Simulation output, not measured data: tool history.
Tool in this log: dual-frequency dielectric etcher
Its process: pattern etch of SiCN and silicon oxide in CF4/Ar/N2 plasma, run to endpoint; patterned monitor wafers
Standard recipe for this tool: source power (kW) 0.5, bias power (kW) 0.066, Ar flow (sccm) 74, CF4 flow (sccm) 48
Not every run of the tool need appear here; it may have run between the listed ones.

| run | hour | source power (kW) | bias power (kW) | Ar flow (sccm) | CF4 flow (sccm) | incoming incoming film thickness, nm | endpoint time (s) |
|---|---|---|---|---|---|---|---|
| 1 | 0 | 0.45 | 0.066 | 74 | 48 | 17.57 | 23 |
| 2 | 38.3 | 0.5 | 0.074 | 74 | 48 | 17.38 | 20.5 |
| 3 | 76.3 | 0.5 | 0.074 | 74 | 48 | 17.48 | 20.7 |
| 4 | 126.9 | 0.5 | 0.074 | 74 | 48 | 17.48 | 20.9 |
| 5 | 226.6 | 0.5 | 0.066 | 74 | 48 | 17.41 | 21.7 |
| 6 | 260.6 | 0.5 | 0.066 | 74 | 48 | 17.55 | 21.8 |
|  | 315.8 | wet clean of the chamber |
| 7 | 316.3 | 0.5 | 0.066 | 74 | 48 | 17.59 | 20.8 |
| 8 | 337.4 | 0.5 | 0.066 | 74 | 48 | 17.45 | 20.7 |
| 9 | 375.4 | 0.5 | 0.066 | 74 | 48 | 17.46 | 21 |
| 10 | 430.5 | 0.58 | 0.066 | 74 | 46 | 17.51 | 19.1 |
|  | 448.8 | CF4 flow controller replaced |
| 11 | 498.3 | 0.46 | 0.053 | 81 | 48 | 17.7 | 24.4 |
| 12 | 562.6 | 0.5 | 0.066 | 74 | 48 | 17.54 | 21.1 |
|  | 614.4 | upper electrode replaced |
| 13 | 615.4 | 0.5 | 0.051 | 90 | 54 | 17.21 | 22.7 |
| 14 | 648.5 | 0.62 | 0.066 | 79 | 44 | 17.44 | 19.1 |
|  | 700.9 | bias power generator calibrated |
| 15 | 702.1 | 0.5 | 0.066 | 74 | 37 | 17.4 | 23 |
|  | 756.6 | source power generator calibrated |
| 16 | 761.3 | 0.38 | 0.066 | 74 | 41 | 17.63 | 26.9 |
|  | 809.9 | wet clean of the chamber |
| 17 | 813 | 0.5 | 0.066 | 74 | 57 | 17.54 | 20.1 |
| 18 | 862.6 | 0.56 | 0.074 | 63 | 48 | 17.45 | 18.4 |
|  | 875.9 | Ar flow controller replaced |
| 19 | 921.6 | 0.46 | 0.077 | 74 | 48 | 17.49 | 21.1 |
| 20 | 993.3 | 0.5 | 0.066 | 74 | 48 | 17.52 | 21.2 |
| 21 | 1036.1 | 0.6 | 0.066 | 60 | 48 | 17.59 | 18.4 |
| 22 | 1078.4 | 0.62 | 0.075 | 80 | 52 | 17.43 | 17.3 |
| 23 | 1111.9 | 0.5 | 0.066 | 74 | 58 | 17.71 | 20.6 |
| 24 | 1148.8 | 0.5 | 0.066 | 74 | 48 | 17.61 | 21.4 |

Here are 4 independent what-if runs from the current tool condition. What would each one return?
| A | 1149.2 | 0.5 | 0.066 | 60 | 48 | 17.39 | ? |
| B | 1149.2 | 0.53 | 0.057 | 86 | 43 | 17.39 | ? |
| C | 1149.2 | 0.5 | 0.056 | 74 | 53 | 17.39 | ? |
| D | 1149.2 | 0.41 | 0.052 | 62 | 42 | 17.39 | ? |

| run | endpoint time (s) |
|---|---|
| A | 20.9 |
| B | 22.9 |
| C | 22.1 |
| D | 26.8 |
What these runs would have given with no unlogged condition in the tool:
| run | endpoint time (s) |
|---|---|
| A | 20.4 |
| B | 22.4 |
| C | 21.6 |
| D | 26.1 |

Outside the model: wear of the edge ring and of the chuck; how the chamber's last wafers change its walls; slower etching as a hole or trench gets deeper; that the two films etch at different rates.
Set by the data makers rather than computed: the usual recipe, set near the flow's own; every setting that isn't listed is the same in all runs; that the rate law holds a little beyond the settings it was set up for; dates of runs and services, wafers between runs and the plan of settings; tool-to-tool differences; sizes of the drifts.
